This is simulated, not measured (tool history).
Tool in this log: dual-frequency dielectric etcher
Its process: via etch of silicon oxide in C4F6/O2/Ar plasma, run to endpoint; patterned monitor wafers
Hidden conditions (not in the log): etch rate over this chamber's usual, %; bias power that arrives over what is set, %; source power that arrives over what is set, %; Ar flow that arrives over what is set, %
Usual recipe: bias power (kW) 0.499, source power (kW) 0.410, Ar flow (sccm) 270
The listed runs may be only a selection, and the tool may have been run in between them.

run,hour,bias power (kW),source power (kW),Ar flow (sccm),wafers since the last listed run,hours since the last wet clean,hours since the last bias power generator calibration,hours since the last source power generator calibration,hours since the last Ar flow controller change,hours since the last upper electrode change,"incoming incoming film thickness, nm",endpoint time (s)
1,0.0,0.499,0.410,270,0,139.3,2955.8,5154.4,4816.0,3789.8,180.7,38.9
2,13.7,0.499,0.410,247,116,153.0,2969.5,5168.1,4829.7,3803.5,180.3,38.4
3,25.1,0.499,0.410,247,97,164.4,2980.9,5179.5,4841.1,3814.9,179.2,38.0
4,31.8,0.499,0.410,270,57,171.1,2987.6,5186.2,4847.8,3821.6,180.5,39.0
5,39.3,0.499,0.410,270,63,178.6,2995.1,5193.7,4855.3,3829.1,183.2,39.5
6,47.1,0.499,0.410,270,66,186.4,3002.9,5201.5,4863.1,3836.9,181.8,39.2
7,59.2,0.499,0.410,270,103,198.5,3015.0,5213.6,4875.2,3849.0,180.5,38.6
8,73.3,0.542,0.340,303,120,212.6,3029.1,5227.7,4889.3,3863.1,180.8,39.3
9,88.9,0.499,0.460,207,132,228.2,3044.7,5243.3,4904.9,3878.7,181.9,36.3
10,97.3,0.499,0.410,270,71,236.6,3053.1,5251.7,4913.3,3887.1,179.2,38.4
11,115.3,0.499,0.410,270,153,254.6,3071.1,5269.7,4931.3,3905.1,181.1,38.8
12,122.1,0.499,0.410,270,57,261.4,3077.9,5276.5,4938.1,3911.9,180.5,38.5
# hour 127.1: bias power generator calibrated
13,174.0,0.614,0.410,270,408,313.3,46.9,5328.4,4990.0,3963.8,181.0,34.2
# hour 183.5: source power generator calibrated
# hour 185.4: Ar flow controller replaced
14,189.6,0.597,0.410,270,82,328.9,62.5,6.1,4.2,3979.4,181.5,34.8
15,197.9,0.426,0.370,242,70,337.2,70.8,14.4,12.5,3987.7,180.1,42.8
16,215.3,0.499,0.410,270,148,354.6,88.2,31.8,29.9,4005.1,181.4,38.7
# hour 244.7: wet clean of the chamber
# hour 248.5: upper electrode replaced
17,249.0,0.499,0.410,270,49,4.3,121.9,65.5,63.6,0.5,181.5,39.4
18,249.4,0.573,0.450,270,3,4.7,122.3,65.9,64.0,0.9,181.5,35.5
19,249.7,0.499,0.410,270,2,5.0,122.6,66.2,64.3,1.2,181.2,39.3
20,259.5,0.433,0.460,203,83,14.8,132.4,76.0,74.1,11.0,182.4,40.4
21,267.8,0.499,0.490,270,70,23.1,140.7,84.3,82.4,19.3,180.2,37.4
22,277.2,0.499,0.320,218,80,32.5,150.1,93.7,91.8,28.7,181.5,40.6
23,284.8,0.602,0.410,270,64,40.1,157.7,101.3,99.4,36.3,180.0,34.9
24,299.9,0.499,0.490,230,128,55.2,172.8,116.4,114.5,51.4,182.3,36.9
25,315.0,0.499,0.410,228,128,70.3,187.9,131.5,129.6,66.5,181.8,38.3
26,323.1,0.499,0.410,270,69,78.4,196.0,139.6,137.7,74.6,181.4,39.2
27,339.7,0.611,0.410,236,141,95.0,212.6,156.2,154.3,91.2,180.0,34.0
28,348.1,0.499,0.360,315,71,103.4,221.0,164.6,162.7,99.6,180.4,41.0
29,360.3,0.499,0.410,270,103,115.6,233.2,176.8,174.9,111.8,182.2,39.2

The same runs without the tool's hidden state, with the same run-to-run variation:
run,endpoint time (s)
1,39.2
2,38.7
3,38.3
4,39.4
5,39.8
6,39.5
7,39.0
8,39.7
9,36.8
10,38.9
11,39.3
12,39.1
13,34.8
14,35.5
15,43.6
16,39.5
17,39.3
18,35.5
19,39.2
20,40.4
21,37.4
22,40.7
23,35.0
24,36.9
25,38.4
26,39.4
27,34.1
28,41.3
29,39.5
